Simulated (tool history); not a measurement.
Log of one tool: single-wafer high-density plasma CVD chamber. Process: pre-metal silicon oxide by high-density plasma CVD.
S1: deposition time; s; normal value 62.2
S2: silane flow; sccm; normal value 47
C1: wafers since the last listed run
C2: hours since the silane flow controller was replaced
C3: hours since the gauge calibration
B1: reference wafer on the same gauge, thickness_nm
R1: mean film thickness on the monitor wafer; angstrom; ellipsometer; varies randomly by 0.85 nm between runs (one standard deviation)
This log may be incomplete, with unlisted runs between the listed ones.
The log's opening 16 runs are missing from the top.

run,hour,S1,S2,C1,C2,C3,B1,R1
# hour 384.2: silane flow controller replaced
17,384.7,62.2,47,467,0.5,542.7,252.975,3314.10
18,408.2,62.2,47,401,24.0,566.2,252.766,3310.80
19,425.3,58.8,39,291,41.1,583.3,253.192,2592.88
20,458.3,62.2,40,563,74.1,616.3,252.931,2825.19
21,478.8,66.2,52,349,94.6,636.8,252.801,3914.65
22,506.3,55.2,41,469,122.1,664.3,252.819,2570.01
23,538.6,54.7,50,551,154.4,696.6,252.998,3113.38
# hour 553.7: gauge calibrated
24,571.1,57.5,51,554,186.9,17.4,252.998,3334.18
# hour 592.8: silane flow controller replaced, repeated, since the last time left the tool worse
25,597.0,53.8,47,305,4.2,43.3,253.140,2684.32
26,616.4,62.2,54,331,23.6,62.7,252.906,3574.74
27,637.6,62.2,47,361,44.8,83.9,253.267,3099.48
28,668.2,54.4,41,522,75.4,114.5,252.958,2372.93
29,687.8,62.2,47,334,95.0,134.1,252.879,3118.62
30,714.9,74.3,43,462,122.1,161.2,252.889,3400.74
31,734.9,62.2,47,341,142.1,181.2,253.236,3117.82
32,752.6,51.0,53,302,159.8,198.9,252.752,2885.52
33,770.1,71.0,54,298,177.3,216.4,252.871,4064.20
34,801.8,67.6,47,541,209.0,248.1,252.966,3378.64
35,825.3,71.7,38,401,232.5,271.6,252.892,2911.56
36,859.0,62.2,47,575,266.2,305.3,252.947,3109.39
37,871.5,57.4,40,213,278.7,317.8,252.933,2441.90

What if the next run were any one of these 5? Each begins from the tool's condition after run 37:
A,871.9,62.2,47,6,279.1,318.2,?,?
B,871.9,55.6,38,6,279.1,318.2,?,?
C,871.9,62.2,38,6,279.1,318.2,?,?
D,871.9,71.1,43,6,279.1,318.2,?,?
E,871.9,71.6,54,6,279.1,318.2,?,?

run,B1,R1
A,252.921,3110.20
B,252.921,2247.80
C,252.921,2514.63
D,252.921,3252.66
E,252.921,4113.46
With the hidden condition removed and each run's random variation left untouched, the same runs would have given:
run,R1
A,3079.02
B,2225.27
C,2489.42
D,3220.05
E,4072.22
